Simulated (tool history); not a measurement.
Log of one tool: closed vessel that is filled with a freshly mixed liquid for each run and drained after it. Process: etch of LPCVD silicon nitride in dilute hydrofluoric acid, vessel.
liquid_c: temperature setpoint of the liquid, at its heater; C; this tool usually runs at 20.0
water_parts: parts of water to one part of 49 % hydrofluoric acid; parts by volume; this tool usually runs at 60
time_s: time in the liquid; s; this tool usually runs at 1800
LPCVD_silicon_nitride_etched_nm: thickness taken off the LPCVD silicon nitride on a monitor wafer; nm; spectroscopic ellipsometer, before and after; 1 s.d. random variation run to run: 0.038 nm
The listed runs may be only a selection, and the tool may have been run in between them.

run   hour  liquid_c  water_parts  time_s  read-back film thickness of the LPCVD silicon nitride reference wafer, read on the same gauge (nm)  LPCVD_silicon_nitride_etched_nm
  1    0.0      20.0           60    1800                                                                                               81.55                            11.07
  2   21.9      20.0           60    2355                                                                                               81.63                            14.47
      54.5  -- thermometer replaced
  3   57.6      20.0           60    2355                                                                                               81.72                            14.32
  4  162.7      20.0           60    2355                                                                                               81.99                            14.46
  5  185.3      20.0           60    1800                                                                                               82.05                            11.10
  6  202.8      20.0           60    1800                                                                                               82.10                            11.07
  7  228.2      20.0           55    1800                                                                                               82.16                            12.14
  8  260.4      20.0           55    1800                                                                                               82.25                            12.04
  9  353.9      20.0           60    1800                                                                                               82.51                            11.09
     368.1  -- gauge calibrated
 10  380.3      20.0           60    1285                                                                                               80.53                             7.72
 11  394.4      18.5           35    1200                                                                                               80.57                            11.04
 12  421.6      20.0           70    2485                                                                                               80.61                            12.91
 13  440.4      20.0           60    2400                                                                                               80.67                            14.56
 14  456.8      20.0           40    1800                                                                                               80.72                            16.25
 15  470.7      17.0           60    2730                                                                                               80.76                            13.45
 16  504.9      20.0           60    1800                                                                                               80.85                            10.84
 17  538.9      20.0           80    1800                                                                                               80.94                             8.23
     561.4  -- hydrofluoric acid flow meter replaced
 18  569.4      23.5           50    1215                                                                                               81.01                            11.24
 19  595.6      20.0           60    1800                                                                                               81.10                            10.93
 20  623.6      20.0           60    1800                                                                                               81.15                            11.01
 21  653.6      20.0           60    1095                                                                                               81.23                             6.71
 22  684.6      23.5           60    1800                                                                                               81.33                            13.96
 23  696.7      22.5           70    2480                                                                                               81.36                            15.41
 24  725.0      18.5           70    2665                                                                                               81.45                            12.59
 25  747.8      23.0           40    2255                                                                                               81.51                            25.14
 26  766.8      23.0           60    1800                                                                                               81.55                            13.61
 27  786.2      20.0           35    1800                                                                                               81.61                            18.63
 28  805.2      20.0           60    2840                                                                                               81.63                            17.37
 29  831.0      20.0           90    1800                                                                                               81.71                             7.39
 30  859.1      17.5           70     780                                                                                               81.80                             3.44
 31  894.0      20.0           60    2495                                                                                               81.87                            15.38

Below, each run's measurement less what the same run would have read without the hidden state. Both values contain the same run-to-run variation, but the gauge's scatter may not be the same in both:
Hidden state at play: liquid colder than its thermometer reads (K); hydrofluoric acid flow below the setpoint (%); gauge reads high (%).
run  LPCVD_silicon_nitride_etched_nm
  1                            +0.21
  2                            +0.29
  3                            +0.30
  4                            +0.35
  5                            +0.28
  6                            +0.29
  7                            +0.32
  8                            +0.33
  9                            +0.33
 10                            +0.05
 11                            +0.08
 12                            +0.10
 13                            +0.12
 14                            +0.14
 15                            +0.13
 16                            +0.12
 17                            +0.09
 18                            +0.14
 19                            +0.14
 20                            +0.16
 21                            +0.10
 22                            +0.22
 23                            +0.26
 24                            +0.23
 25                            +0.46
 26                            +0.26
 27                            +0.36
 28                            +0.35
 29                            +0.15
 30                            +0.07
 31                            +0.36

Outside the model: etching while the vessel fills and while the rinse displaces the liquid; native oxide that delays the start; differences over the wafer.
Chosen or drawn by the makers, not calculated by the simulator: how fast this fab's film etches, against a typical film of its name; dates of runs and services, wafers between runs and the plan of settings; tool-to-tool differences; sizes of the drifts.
